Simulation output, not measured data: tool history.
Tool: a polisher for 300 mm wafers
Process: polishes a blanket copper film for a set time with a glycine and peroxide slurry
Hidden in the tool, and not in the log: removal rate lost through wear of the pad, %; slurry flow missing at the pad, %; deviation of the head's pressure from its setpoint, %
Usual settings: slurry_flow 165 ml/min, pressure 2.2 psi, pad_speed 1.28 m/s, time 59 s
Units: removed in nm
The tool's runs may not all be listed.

run	hour	slurry_flow	pressure	pad_speed	time	wafers since the last listed run	wafers polished on this pad	hours since the slurry nozzle was cleaned	hours since the head pressure was calibrated	incoming thickness of the incoming film, nm	removed
1	0	165	2.2	1.28	59	0	2864	647	216.9	957.1	262.4
2	39.2	165	2.2	1.28	59	497	3361	686.2	256.1	933.8	260.4
# hour 62.1: slurry nozzle cleaned
# hour 89.6: worn pad replaced by a new one
3	262.1	165	2.2	1.28	59	2767	2190	200	479	930.8	263
4	302.9	165	2.2	1.28	59	518	2708	240.8	519.8	942.4	257.4
# hour 349.7: worn pad replaced by a new one
5	380	165	2.2	1.28	59	928	384	317.9	596.9	947.3	271.9
6	457.2	165	2.2	1.28	59	980	1365	395.1	674.1	948.8	263.9
7	537.4	165	2.2	1.28	59	1018	2383	475.3	754.3	934.8	258
8	619.3	165	2.2	1.28	59	1040	3424	557.2	836.2	932.4	257.1
# hour 663.1: worn pad replaced by a new one
# hour 690.9: slurry nozzle cleaned
9	691.4	165	2.9	1.28	67	852	346	0.5	908.3	934.9	375.3
10	761.2	220	2.2	0.86	66	886	1233	70.3	978.1	945.7	226.8
11	845.7	165	2.2	1.44	59	1073	2306	154.8	1062.6	940.5	286.5
# hour 861.4: head pressure recalibrated
12	936.4	110	2.7	1.28	59	1126	3433	245.5	75	928.7	275.3
# hour 966: worn pad replaced by a new one
13	1036.4	210	1.6	1.12	42	1219	893	345.5	175	948.8	146
# hour 1288.2: worn pad replaced by a new one
14	1347.2	120	1.9	1.46	67	3896	749	656.3	485.8	933.8	289.7
# hour 1411.3: slurry nozzle cleaned
15	1434.4	210	1.6	1.12	42	1094	1844	23.1	573	943.5	141.8
16	1472.8	210	1.6	1.12	42	487	2331	61.5	611.4	956.6	140.8

4 ways to go on from here, each from the tool as it stands after run 16. What would each give?
A	1473.2	165	2.2	1.28	59	5	2337	61.9	611.8	936.4	?
B	1473.2	165	2.2	1.28	41	5	2337	61.9	611.8	936.4	?
C	1473.2	165	2.6	0.88	59	5	2337	61.9	611.8	936.4	?
D	1473.2	165	1.9	1.28	59	5	2337	61.9	611.8	936.4	?

run	removed
A	260.2
B	180.8
C	215.8
D	235.3
Without the tool's hidden state the same runs would have given:
run	removed
A	278.1
B	193.3
C	230.7
D	251.5

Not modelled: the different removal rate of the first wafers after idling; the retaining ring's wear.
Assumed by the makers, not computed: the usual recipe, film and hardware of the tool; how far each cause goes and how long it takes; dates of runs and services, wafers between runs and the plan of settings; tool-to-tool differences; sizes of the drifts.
